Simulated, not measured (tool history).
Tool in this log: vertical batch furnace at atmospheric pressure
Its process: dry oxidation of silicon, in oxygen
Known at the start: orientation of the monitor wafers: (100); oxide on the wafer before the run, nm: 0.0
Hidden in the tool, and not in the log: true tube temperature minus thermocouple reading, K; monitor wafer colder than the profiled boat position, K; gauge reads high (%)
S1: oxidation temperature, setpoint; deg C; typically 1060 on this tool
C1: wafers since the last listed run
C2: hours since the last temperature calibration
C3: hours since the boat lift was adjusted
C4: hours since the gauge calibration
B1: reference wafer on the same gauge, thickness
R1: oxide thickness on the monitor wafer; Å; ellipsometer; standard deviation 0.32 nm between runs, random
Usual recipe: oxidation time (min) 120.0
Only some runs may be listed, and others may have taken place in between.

{"run": 1, "hour": 0.0, "S1": 1060, "oxidation time (min)": 100.0, "C1": 0, "C2": 1691.2, "C3": 2674.1, "C4": 553.6, "B1": 158.0, "R1": 1230.0}
{"run": 2, "hour": 12.8, "S1": 1060, "oxidation time (min)": 120.0, "C1": 95, "C2": 1704.0, "C3": 2686.9, "C4": 566.4, "B1": 158.01, "R1": 1385.4}
{"run": 3, "hour": 22.1, "S1": 1041, "oxidation time (min)": 136.5, "C1": 69, "C2": 1713.3, "C3": 2696.2, "C4": 575.7, "B1": 158.04, "R1": 1297.2}
{"run": 4, "hour": 37.8, "S1": 1041, "oxidation time (min)": 136.5, "C1": 117, "C2": 1729.0, "C3": 2711.9, "C4": 591.4, "B1": 158.05, "R1": 1301.6}
{"run": 5, "hour": 75.9, "S1": 1060, "oxidation time (min)": 120.0, "C1": 284, "C2": 1767.1, "C3": 2750.0, "C4": 629.5, "B1": 158.04, "R1": 1385.4}
{"run": 6, "hour": 95.5, "S1": 1060, "oxidation time (min)": 120.0, "C1": 146, "C2": 1786.7, "C3": 2769.6, "C4": 649.1, "B1": 157.98, "R1": 1383.5}
{"run": 7, "hour": 112.9, "S1": 1060, "oxidation time (min)": 120.0, "C1": 129, "C2": 1804.1, "C3": 2787.0, "C4": 666.5, "B1": 158.01, "R1": 1389.4}
{"run": 8, "hour": 121.5, "S1": 1060, "oxidation time (min)": 120.0, "C1": 64, "C2": 1812.7, "C3": 2795.6, "C4": 675.1, "B1": 158.06, "R1": 1389.1}
{"run": 9, "hour": 130.1, "S1": 1060, "oxidation time (min)": 120.0, "C1": 64, "C2": 1821.3, "C3": 2804.2, "C4": 683.7, "B1": 158.0, "R1": 1389.2}
{"run": 10, "hour": 151.4, "S1": 1060, "oxidation time (min)": 120.0, "C1": 158, "C2": 1842.6, "C3": 2825.5, "C4": 705.0, "B1": 157.99, "R1": 1382.6}
{"run": 11, "hour": 161.6, "S1": 1060, "oxidation time (min)": 120.0, "C1": 76, "C2": 1852.8, "C3": 2835.7, "C4": 715.2, "B1": 158.0, "R1": 1384.4}
{"run": 12, "hour": 178.9, "S1": 1060, "oxidation time (min)": 148.0, "C1": 129, "C2": 1870.1, "C3": 2853.0, "C4": 732.5, "B1": 157.99, "R1": 1584.5}
{"run": 13, "hour": 190.5, "S1": 1060, "oxidation time (min)": 148.0, "C1": 86, "C2": 1881.7, "C3": 2864.6, "C4": 744.1, "B1": 158.01, "R1": 1588.9}
{"run": 14, "hour": 212.9, "S1": 1069, "oxidation time (min)": 120.0, "C1": 167, "C2": 1904.1, "C3": 2887.0, "C4": 766.5, "B1": 158.06, "R1": 1483.5}
{"run": 15, "hour": 231.5, "S1": 1060, "oxidation time (min)": 120.0, "C1": 138, "C2": 1922.7, "C3": 2905.6, "C4": 785.1, "B1": 157.98, "R1": 1386.1}
{"run": 16, "hour": 243.5, "S1": 1060, "oxidation time (min)": 120.0, "C1": 89, "C2": 1934.7, "C3": 2917.6, "C4": 797.1, "B1": 157.98, "R1": 1387.3}
{"run": 17, "hour": 253.3, "S1": 1060, "oxidation time (min)": 120.0, "C1": 73, "C2": 1944.5, "C3": 2927.4, "C4": 806.9, "B1": 158.01, "R1": 1381.7}
{"run": 18, "hour": 265.4, "S1": 1066, "oxidation time (min)": 147.0, "C1": 90, "C2": 1956.6, "C3": 2939.5, "C4": 819.0, "B1": 157.97, "R1": 1649.6}
{"hour": 275.2, "done": "gauge calibrated"}
{"run": 19, "hour": 276.0, "S1": 1084, "oxidation time (min)": 120.0, "C1": 79, "C2": 1967.2, "C3": 2950.1, "C4": 0.8, "B1": 158.01, "R1": 1652.2}
{"run": 20, "hour": 285.5, "S1": 1073, "oxidation time (min)": 157.5, "C1": 70, "C2": 1976.7, "C3": 2959.6, "C4": 10.3, "B1": 158.02, "R1": 1810.7}
{"run": 21, "hour": 307.3, "S1": 1045, "oxidation time (min)": 104.5, "C1": 162, "C2": 1998.5, "C3": 2981.4, "C4": 32.1, "B1": 157.96, "R1": 1126.8}
{"run": 22, "hour": 318.8, "S1": 1052, "oxidation time (min)": 120.0, "C1": 85, "C2": 2010.0, "C3": 2992.9, "C4": 43.6, "B1": 158.02, "R1": 1304.8}
{"run": 23, "hour": 337.7, "S1": 1060, "oxidation time (min)": 63.0, "C1": 141, "C2": 2028.9, "C3": 3011.8, "C4": 62.5, "B1": 158.03, "R1": 916.5}
{"run": 24, "hour": 347.1, "S1": 1060, "oxidation time (min)": 90.5, "C1": 70, "C2": 2038.3, "C3": 3021.2, "C4": 71.9, "B1": 158.02, "R1": 1157.8}
{"run": 25, "hour": 359.2, "S1": 1060, "oxidation time (min)": 120.0, "C1": 90, "C2": 2050.4, "C3": 3033.3, "C4": 84.0, "B1": 157.89, "R1": 1381.0}

Run 26 has not been measured yet. What should we expect?
{"hour": 405.0, "done": "thermocouples replaced and temperature profile calibrated"}
{"run": 26, "hour": 405.5, "S1": 1040, "oxidation time (min)": 158.0, "C1": 166, "C2": 0.5, "C3": 3079.6, "C4": 130.3, "B1": "?", "R1": "?"}

{"run 26": {"B1": 157.94, "R1": 1370.2}}
Take away the tool's hidden state, keep the run-to-run variation as it was, and the same run would have given R1 1366.9 Å.
